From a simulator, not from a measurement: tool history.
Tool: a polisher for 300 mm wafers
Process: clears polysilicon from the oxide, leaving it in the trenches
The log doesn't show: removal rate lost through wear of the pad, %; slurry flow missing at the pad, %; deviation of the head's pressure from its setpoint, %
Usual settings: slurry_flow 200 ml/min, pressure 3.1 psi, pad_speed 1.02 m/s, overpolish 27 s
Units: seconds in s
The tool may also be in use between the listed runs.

run     day  slurry_flow  pressure  pad_speed  overpolish  wafers since the last listed run  wafers polished on this pad  hours since the slurry nozzle was cleaned  hours since the head pressure was calibrated  incoming thickness of the incoming film, nm  seconds
  1   0.000          240       3.1       1.02          31                                 0                          370                                      361.4                                         295.9                                        439.5     25.6
      0.171  -- slurry nozzle cleaned
  2   1.025          200       3.1       1.02          27                               268                          639                                       20.5                                         320.5                                        440.2     26.7
  3   2.354          200       3.1       1.02          27                               362                         1001                                       52.4                                         352.4                                        438.9     27.3
  4   3.333          245       3.1       1.02          27                               267                         1268                                       75.9                                         375.9                                        442.2     26.4
      3.508  -- worn pad replaced by a new one
  5   4.612          245       3.1       1.02          27                               303                          300                                      106.6                                         406.6                                        435.4     25.3
  6   5.362          200       3.1       1.02          27                               204                          505                                      124.6                                         424.6                                        447.4     27.0
  7   6.458          200       3.1       1.02          23                               298                          804                                      150.9                                         450.9                                        440.0     26.4
  8   7.154          200       3.1       1.02          23                               189                          994                                      167.6                                         467.6                                        438.6     26.6
      7.400  -- worn pad replaced by a new one
  9   7.938          235       3.1       1.02          27                               168                          146                                      186.4                                         486.4                                        442.5     25.5
 10   9.329          235       3.1       1.02          27                               379                          526                                      219.8                                         519.8                                        438.4     26.1
 11   9.917          235       3.1       1.02          27                               160                          686                                      233.9                                         533.9                                        445.8     26.3
 12  10.967          200       3.1       0.82          14                               286                          973                                      259.1                                         559.1                                        443.8     33.9
     11.292  -- worn pad replaced by a new one
 13  12.088          200       3.1       1.02          27                               260                          217                                      286.0                                         586.0                                        442.1     26.1
     12.517  -- head pressure recalibrated
 14  12.867          230       2.7       1.22          41                               189                          407                                      304.7                                           8.4                                        449.0     24.5
 15  13.933          245       3.9       1.32          20                               290                          698                                      330.3                                          34.0                                        448.2     16.8
 16  14.946          200       4.2       1.02          27                               276                          974                                      354.6                                          58.3                                        434.4     20.5
     15.158  -- worn pad replaced by a new one
     15.971  -- slurry nozzle cleaned
 17  16.221          200       3.1       1.02          27                               290                          278                                        6.0                                          88.9                                        439.2     26.1
 18  16.738          200       3.1       1.02          15                               140                          419                                       18.4                                         101.3                                        441.7     26.3
 19  17.767          160       2.8       1.02          27                               280                          699                                       43.1                                         126.0                                        437.5     30.0
 20  18.992          170       4.0       0.74          20                               334                         1034                                       72.5                                         155.4                                        440.0     31.7
     19.671  -- worn pad replaced by a new one
 21  20.342          200       3.1       1.02          27                               322                          183                                      104.9                                         187.8                                        433.4     25.4
 22  20.962          200       3.1       1.02          27                               169                          352                                      119.8                                         202.7                                        433.6     26.5
 23  21.775          240       2.4       1.20          27                               221                          574                                      139.3                                         222.2                                        438.1     27.3

The same runs without the tool's hidden state, with the same run-to-run variation:
run  seconds
  1     24.9
  2     25.6
  3     25.7
  4     24.6
  5     24.9
  6     26.3
  7     25.4
  8     25.4
  9     25.1
 10     25.3
 11     25.3
 12     32.1
 13     25.8
 14     24.0
 15     16.2
 16     19.5
 17     25.5
 18     25.6
 19     28.8
 20     29.9
 21     24.9
 22     25.8
 23     26.3
